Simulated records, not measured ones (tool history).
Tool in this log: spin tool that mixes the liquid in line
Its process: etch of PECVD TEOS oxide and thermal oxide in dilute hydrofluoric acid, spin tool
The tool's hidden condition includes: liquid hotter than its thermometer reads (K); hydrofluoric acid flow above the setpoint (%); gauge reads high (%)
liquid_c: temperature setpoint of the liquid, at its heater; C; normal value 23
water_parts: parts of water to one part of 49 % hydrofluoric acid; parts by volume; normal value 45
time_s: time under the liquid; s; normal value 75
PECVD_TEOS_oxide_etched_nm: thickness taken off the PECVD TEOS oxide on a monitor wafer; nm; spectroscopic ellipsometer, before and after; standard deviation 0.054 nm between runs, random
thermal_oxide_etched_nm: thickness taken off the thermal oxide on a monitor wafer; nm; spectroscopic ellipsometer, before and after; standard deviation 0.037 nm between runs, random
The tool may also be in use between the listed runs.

run   hour  liquid_c  water_parts  time_s  wafers since the last listed run  hours since the thermometer was replaced  hours since the hydrofluoric acid flow meter was replaced  hours since the gauge calibration  read-back film thickness of the PECVD TEOS oxide reference wafer, read on the same gauge (nm)  read-back film thickness of the thermal oxide reference wafer, read on the same gauge (nm)  PECVD_TEOS_oxide_etched_nm  thermal_oxide_etched_nm
  1      0        23           45      75                                 0                                    2722.7                                                     1075.5                               85.3                                                                                          49.99                                                                                      109.97                       34.36                      9.4
  2    6.7        23           45      75                                76                                    2729.4                                                     1082.2                                 92                                                                                          50.01                                                                                      109.97                       34.37                     9.31
  3   16.5        23           45      75                               111                                    2739.2                                                       1092                              101.8                                                                                          50.02                                                                                      109.97                        34.4                     9.41
  4   32.1        23           45      75                               178                                    2754.8                                                     1107.6                              117.4                                                                                             50                                                                                      109.97                       34.42                     9.48
  5   44.4        23           45      75                               140                                    2767.1                                                     1119.9                              129.7                                                                                          49.98                                                                                      110.03                       34.45                     9.42
        54  -- thermometer replaced
  6   62.2        23           45      75                               191                                       8.2                                                     1137.7                              147.5                                                                                          49.99                                                                                      110.04                       31.16                     8.52
  7   68.7        23           45      75                                74                                      14.7                                                     1144.2                                154                                                                                             50                                                                                      110.03                        31.2                     8.51
  8   85.5        23           50      55                               191                                      31.5                                                       1161                              170.8                                                                                             50                                                                                      110.02                       20.45                     5.64
        89  -- gauge calibrated
      94.3  -- hydrofluoric acid flow meter replaced
  9   97.2        23           45      75                               122                                      43.2                                                        2.9                                8.2                                                                                             50                                                                                      110.02                        27.8                     7.57
 10  109.6        23           45      75                               141                                      55.6                                                       15.3                               20.6                                                                                          49.99                                                                                      109.99                       27.97                     7.64
 11    126      19.5           30      40                               187                                        72                                                       31.7                                 37                                                                                          49.99                                                                                      109.97                       19.68                     5.41
 12  135.4        23           65      90                               107                                      81.4                                                       41.1                               46.4                                                                                          49.99                                                                                      110.07                       22.71                     6.22
 13  150.6      20.5           55     105                               173                                      96.6                                                       56.3                               61.6                                                                                          50.01                                                                                      109.95                       28.62                     7.89
 14  165.7      18.5           45      75                               172                                     111.7                                                       71.4                               76.7                                                                                          50.02                                                                                      109.96                       23.35                     6.38
 15  177.3        23           45      95                               132                                     123.3                                                         83                               88.3                                                                                          50.01                                                                                      110.05                       35.69                     9.72

What if the next run were any one of these 4? Each begins from the tool's condition after run 15:
  A  177.7        23           45      75                                 4                                     123.7                                                       83.4                               88.7                                                                                              ?                                                                                           ?                           ?                        ?
  B  177.7      26.5           30     100                                 4                                     123.7                                                       83.4                               88.7                                                                                              ?                                                                                           ?                           ?                        ?
  C  177.7      26.5           55      40                                 4                                     123.7                                                       83.4                               88.7                                                                                              ?                                                                                           ?                           ?                        ?
  D  177.7        25           35     105                                 4                                     123.7                                                       83.4                               88.7                                                                                              ?                                                                                           ?                           ?                        ?

run  read-back film thickness of the PECVD TEOS oxide reference wafer, read on the same gauge (nm)  read-back film thickness of the thermal oxide reference wafer, read on the same gauge (nm)  PECVD_TEOS_oxide_etched_nm  thermal_oxide_etched_nm
  A                                                                                             50                                                                                      110.02                        28.2                     7.76
  B                                                                                             50                                                                                      110.02                       66.51                     18.3
  C                                                                                             50                                                                                      110.02                       14.01                     3.85
  D                                                                                             50                                                                                      110.02                       55.89                    15.38
With no hidden state in the tool, these same runs would have given:
run  PECVD_TEOS_oxide_etched_nm  thermal_oxide_etched_nm
  A                       27.14                     7.47
  B                       64.04                    17.62
  C                       13.48                     3.71
  D                        53.8                    14.81
